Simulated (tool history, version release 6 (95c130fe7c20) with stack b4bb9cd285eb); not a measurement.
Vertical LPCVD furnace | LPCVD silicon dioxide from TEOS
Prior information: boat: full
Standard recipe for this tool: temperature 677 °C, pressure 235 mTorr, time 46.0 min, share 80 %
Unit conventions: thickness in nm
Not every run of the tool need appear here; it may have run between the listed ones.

run	hour	temperature	pressure	time	share	read-back reference wafer on the same gauge, thickness	thickness
1	0.0	677	220	46.0	88	196.01	224.04
2	13.0	677	220	46.0	88	195.92	224.26
3	25.4	677	220	46.0	88	196.05	224.64
4	46.2	670	235	46.0	80	196.02	186.50
5	65.3	677	235	46.0	80	196.01	221.54
6	79.1	677	235	46.0	80	195.98	221.95
# hour 86.3: gauge calibrated
7	94.4	677	280	46.0	80	196.04	242.33
# hour 121.2: TEOS flow controller replaced
8	121.7	677	280	46.0	80	195.98	242.97
9	126.9	677	280	46.0	80	196.06	242.02
10	133.7	677	235	46.0	80	195.97	222.04
11	151.1	682	185	53.0	85	195.97	264.72
# hour 180.9: thermocouples replaced and temperature profile calibrated
# hour 195.6: pressure gauge zeroed
12	196.1	677	235	30.0	80	195.99	132.28
13	201.4	677	235	46.0	80	196.03	202.83
14	206.6	677	235	46.0	80	195.95	202.31
15	211.8	677	235	46.0	80	195.99	202.38
16	217.1	665	235	46.0	80	196.05	150.65
17	225.5	685	235	46.0	80	195.94	245.55
18	245.5	683	255	53.0	84	196.06	287.75
19	266.2	677	255	60.5	80	195.98	277.63
20	277.3	681	205	46.0	80	195.95	208.30

Predict each of these 4 candidate next runs independently; none follows another, all start after run 20:
A	282.6	677	235	46.0	80	?	?
B	282.6	665	235	46.0	69	?	?
C	282.6	680	275	30.0	64	?	?
D	282.6	686	275	62.0	80	?	?

run	read-back reference wafer on the same gauge, thickness	thickness
A	195.95	202.45
B	195.95	139.79
C	195.95	137.41
D	195.95	366.85
Take away the tool's hidden state, keep each run's random variation, and the runs would have read:
run	thickness
A	200.05
B	138.09
C	135.80
D	362.59
